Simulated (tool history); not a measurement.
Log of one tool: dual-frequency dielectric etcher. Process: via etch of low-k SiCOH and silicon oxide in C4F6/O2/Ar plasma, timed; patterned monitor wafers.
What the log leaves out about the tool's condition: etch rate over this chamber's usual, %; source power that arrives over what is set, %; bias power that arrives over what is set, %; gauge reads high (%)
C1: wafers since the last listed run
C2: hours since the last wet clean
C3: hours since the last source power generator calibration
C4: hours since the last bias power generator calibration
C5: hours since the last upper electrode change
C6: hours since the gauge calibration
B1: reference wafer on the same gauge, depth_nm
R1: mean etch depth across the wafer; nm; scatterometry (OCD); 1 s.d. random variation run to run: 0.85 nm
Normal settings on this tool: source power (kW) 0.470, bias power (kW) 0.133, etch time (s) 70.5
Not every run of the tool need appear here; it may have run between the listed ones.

{"run": 1, "hour": 0.0, "source power (kW)": 0.47, "bias power (kW)": 0.133, "etch time (s)": 70.5, "C1": 0, "C2": 307.6, "C3": 2692.2, "C4": 3963.4, "C5": 4055.2, "C6": 50.4, "B1": 197.7, "R1": 176.4}
{"run": 2, "hour": 11.3, "source power (kW)": 0.43, "bias power (kW)": 0.133, "etch time (s)": 79.0, "C1": 94, "C2": 318.9, "C3": 2703.5, "C4": 3974.7, "C5": 4066.5, "C6": 61.7, "B1": 197.9, "R1": 191.5}
{"run": 3, "hour": 18.2, "source power (kW)": 0.47, "bias power (kW)": 0.133, "etch time (s)": 70.5, "C1": 57, "C2": 325.8, "C3": 2710.4, "C4": 3981.6, "C5": 4073.4, "C6": 68.6, "B1": 197.8, "R1": 176.3}
{"run": 4, "hour": 51.7, "source power (kW)": 0.47, "bias power (kW)": 0.133, "etch time (s)": 70.5, "C1": 279, "C2": 359.3, "C3": 2743.9, "C4": 4015.1, "C5": 4106.9, "C6": 102.1, "B1": 198.4, "R1": 176.0}
{"run": 5, "hour": 62.2, "source power (kW)": 0.47, "bias power (kW)": 0.133, "etch time (s)": 70.5, "C1": 87, "C2": 369.8, "C3": 2754.4, "C4": 4025.6, "C5": 4117.4, "C6": 112.6, "B1": 198.4, "R1": 174.4}
{"run": 6, "hour": 71.0, "source power (kW)": 0.47, "bias power (kW)": 0.133, "etch time (s)": 80.0, "C1": 73, "C2": 378.6, "C3": 2763.2, "C4": 4034.4, "C5": 4126.2, "C6": 121.4, "B1": 197.6, "R1": 198.0}
{"run": 7, "hour": 79.8, "source power (kW)": 0.47, "bias power (kW)": 0.133, "etch time (s)": 80.0, "C1": 73, "C2": 387.4, "C3": 2772.0, "C4": 4043.2, "C5": 4135.0, "C6": 130.2, "B1": 198.2, "R1": 198.3}
{"run": 8, "hour": 88.0, "source power (kW)": 0.47, "bias power (kW)": 0.133, "etch time (s)": 70.5, "C1": 68, "C2": 395.6, "C3": 2780.2, "C4": 4051.4, "C5": 4143.2, "C6": 138.4, "B1": 198.1, "R1": 174.2}
{"run": 9, "hour": 100.3, "source power (kW)": 0.47, "bias power (kW)": 0.133, "etch time (s)": 70.5, "C1": 102, "C2": 407.9, "C3": 2792.5, "C4": 4063.7, "C5": 4155.5, "C6": 150.7, "B1": 197.8, "R1": 174.5}
{"hour": 124.4, "done": "upper electrode replaced"}
{"hour": 126.0, "done": "bias power generator calibrated"}
{"hour": 129.0, "done": "source power generator calibrated"}
{"hour": 129.4, "done": "wet clean of the chamber"}
{"run": 10, "hour": 129.9, "source power (kW)": 0.47, "bias power (kW)": 0.133, "etch time (s)": 70.5, "C1": 5, "C2": 0.5, "C3": 0.9, "C4": 3.9, "C5": 5.5, "C6": 180.3, "B1": 197.8, "R1": 181.2}
{"run": 11, "hour": 130.2, "source power (kW)": 0.47, "bias power (kW)": 0.133, "etch time (s)": 70.5, "C1": 2, "C2": 0.8, "C3": 1.2, "C4": 4.2, "C5": 5.8, "C6": 180.6, "B1": 197.5, "R1": 180.1}
{"run": 12, "hour": 131.2, "source power (kW)": 0.56, "bias power (kW)": 0.133, "etch time (s)": 70.5, "C1": 8, "C2": 1.8, "C3": 2.2, "C4": 5.2, "C5": 6.8, "C6": 181.6, "B1": 197.7, "R1": 191.6}
{"run": 13, "hour": 143.8, "source power (kW)": 0.56, "bias power (kW)": 0.133, "etch time (s)": 70.5, "C1": 105, "C2": 14.4, "C3": 14.8, "C4": 17.8, "C5": 19.4, "C6": 194.2, "B1": 198.0, "R1": 189.4}
{"run": 14, "hour": 163.7, "source power (kW)": 0.47, "bias power (kW)": 0.133, "etch time (s)": 91.0, "C1": 165, "C2": 34.3, "C3": 34.7, "C4": 37.7, "C5": 39.3, "C6": 214.1, "B1": 198.0, "R1": 235.6}
{"run": 15, "hour": 170.7, "source power (kW)": 0.47, "bias power (kW)": 0.122, "etch time (s)": 70.5, "C1": 58, "C2": 41.3, "C3": 41.7, "C4": 44.7, "C5": 46.3, "C6": 221.1, "B1": 197.7, "R1": 175.2}
{"run": 16, "hour": 178.9, "source power (kW)": 0.56, "bias power (kW)": 0.133, "etch time (s)": 70.5, "C1": 68, "C2": 49.5, "C3": 49.9, "C4": 52.9, "C5": 54.5, "C6": 229.3, "B1": 197.8, "R1": 191.4}
{"run": 17, "hour": 189.3, "source power (kW)": 0.47, "bias power (kW)": 0.133, "etch time (s)": 70.5, "C1": 86, "C2": 59.9, "C3": 60.3, "C4": 63.3, "C5": 64.9, "C6": 239.7, "B1": 198.0, "R1": 178.4}
{"run": 18, "hour": 197.3, "source power (kW)": 0.47, "bias power (kW)": 0.133, "etch time (s)": 70.5, "C1": 66, "C2": 67.9, "C3": 68.3, "C4": 71.3, "C5": 72.9, "C6": 247.7, "B1": 198.4, "R1": 179.2}
{"run": 19, "hour": 206.3, "source power (kW)": 0.47, "bias power (kW)": 0.133, "etch time (s)": 58.5, "C1": 75, "C2": 76.9, "C3": 77.3, "C4": 80.3, "C5": 81.9, "C6": 256.7, "B1": 197.9, "R1": 148.3}
{"hour": 218.8, "done": "gauge calibrated"}
{"run": 20, "hour": 221.1, "source power (kW)": 0.44, "bias power (kW)": 0.103, "etch time (s)": 70.5, "C1": 123, "C2": 91.7, "C3": 92.1, "C4": 95.1, "C5": 96.7, "C6": 2.3, "B1": 198.0, "R1": 161.2}
{"run": 21, "hour": 236.6, "source power (kW)": 0.47, "bias power (kW)": 0.133, "etch time (s)": 89.0, "C1": 129, "C2": 107.2, "C3": 107.6, "C4": 110.6, "C5": 112.2, "C6": 17.8, "B1": 197.8, "R1": 225.6}
{"run": 22, "hour": 248.9, "source power (kW)": 0.36, "bias power (kW)": 0.12, "etch time (s)": 56.0, "C1": 102, "C2": 119.5, "C3": 119.9, "C4": 122.9, "C5": 124.5, "C6": 30.1, "B1": 198.1, "R1": 125.4}
{"run": 23, "hour": 266.4, "source power (kW)": 0.57, "bias power (kW)": 0.133, "etch time (s)": 70.5, "C1": 145, "C2": 137.0, "C3": 137.4, "C4": 140.4, "C5": 142.0, "C6": 47.6, "B1": 197.4, "R1": 189.5}
{"run": 24, "hour": 275.1, "source power (kW)": 0.51, "bias power (kW)": 0.133, "etch time (s)": 70.5, "C1": 72, "C2": 145.7, "C3": 146.1, "C4": 149.1, "C5": 150.7, "C6": 56.3, "B1": 197.6, "R1": 183.9}
{"run": 25, "hour": 282.8, "source power (kW)": 0.47, "bias power (kW)": 0.161, "etch time (s)": 64.5, "C1": 64, "C2": 153.4, "C3": 153.8, "C4": 156.8, "C5": 158.4, "C6": 64.0, "B1": 197.8, "R1": 175.0}
{"run": 26, "hour": 299.5, "source power (kW)": 0.47, "bias power (kW)": 0.113, "etch time (s)": 70.5, "C1": 139, "C2": 170.1, "C3": 170.5, "C4": 173.5, "C5": 175.1, "C6": 80.7, "B1": 197.6, "R1": 169.0}
{"run": 27, "hour": 313.6, "source power (kW)": 0.47, "bias power (kW)": 0.133, "etch time (s)": 70.5, "C1": 117, "C2": 184.2, "C3": 184.6, "C4": 187.6, "C5": 189.2, "C6": 94.8, "B1": 198.0, "R1": 177.0}
{"run": 28, "hour": 328.0, "source power (kW)": 0.59, "bias power (kW)": 0.147, "etch time (s)": 70.5, "C1": 120, "C2": 198.6, "C3": 199.0, "C4": 202.0, "C5": 203.6, "C6": 109.2, "B1": 198.1, "R1": 198.1}
{"run": 29, "hour": 344.3, "source power (kW)": 0.47, "bias power (kW)": 0.102, "etch time (s)": 84.0, "C1": 135, "C2": 214.9, "C3": 215.3, "C4": 218.3, "C5": 219.9, "C6": 125.5, "B1": 197.6, "R1": 192.8}

5 options for the next run, each taken on its own from the tool as it stands now. Forecast them:
{"run": "A", "hour": 344.7, "source power (kW)": 0.47, "bias power (kW)": 0.133, "etch time (s)": 70.5, "C1": 3, "C2": 215.3, "C3": 215.7, "C4": 218.7, "C5": 220.3, "C6": 125.9, "B1": "?", "R1": "?"}
{"run": "B", "hour": 344.7, "source power (kW)": 0.4, "bias power (kW)": 0.157, "etch time (s)": 83.0, "C1": 3, "C2": 215.3, "C3": 215.7, "C4": 218.7, "C5": 220.3, "C6": 125.9, "B1": "?", "R1": "?"}
{"run": "C", "hour": 344.7, "source power (kW)": 0.47, "bias power (kW)": 0.114, "etch time (s)": 60.0, "C1": 3, "C2": 215.3, "C3": 215.7, "C4": 218.7, "C5": 220.3, "C6": 125.9, "B1": "?", "R1": "?"}
{"run": "D", "hour": 344.7, "source power (kW)": 0.47, "bias power (kW)": 0.133, "etch time (s)": 59.0, "C1": 3, "C2": 215.3, "C3": 215.7, "C4": 218.7, "C5": 220.3, "C6": 125.9, "B1": "?", "R1": "?"}
{"run": "E", "hour": 344.7, "source power (kW)": 0.47, "bias power (kW)": 0.16, "etch time (s)": 80.5, "C1": 3, "C2": 215.3, "C3": 215.7, "C4": 218.7, "C5": 220.3, "C6": 125.9, "B1": "?", "R1": "?"}

run=A B1=198.1 R1=176.6
run=B B1=198.1 R1=209.4
run=C B1=198.1 R1=142.6
run=D B1=198.1 R1=147.8
run=E B1=198.1 R1=215.1
Without the tool's unlogged condition, the same runs would have read:
run=A R1=181.2
run=B R1=214.8
run=C R1=146.3
run=D R1=151.6
run=E R1=220.7

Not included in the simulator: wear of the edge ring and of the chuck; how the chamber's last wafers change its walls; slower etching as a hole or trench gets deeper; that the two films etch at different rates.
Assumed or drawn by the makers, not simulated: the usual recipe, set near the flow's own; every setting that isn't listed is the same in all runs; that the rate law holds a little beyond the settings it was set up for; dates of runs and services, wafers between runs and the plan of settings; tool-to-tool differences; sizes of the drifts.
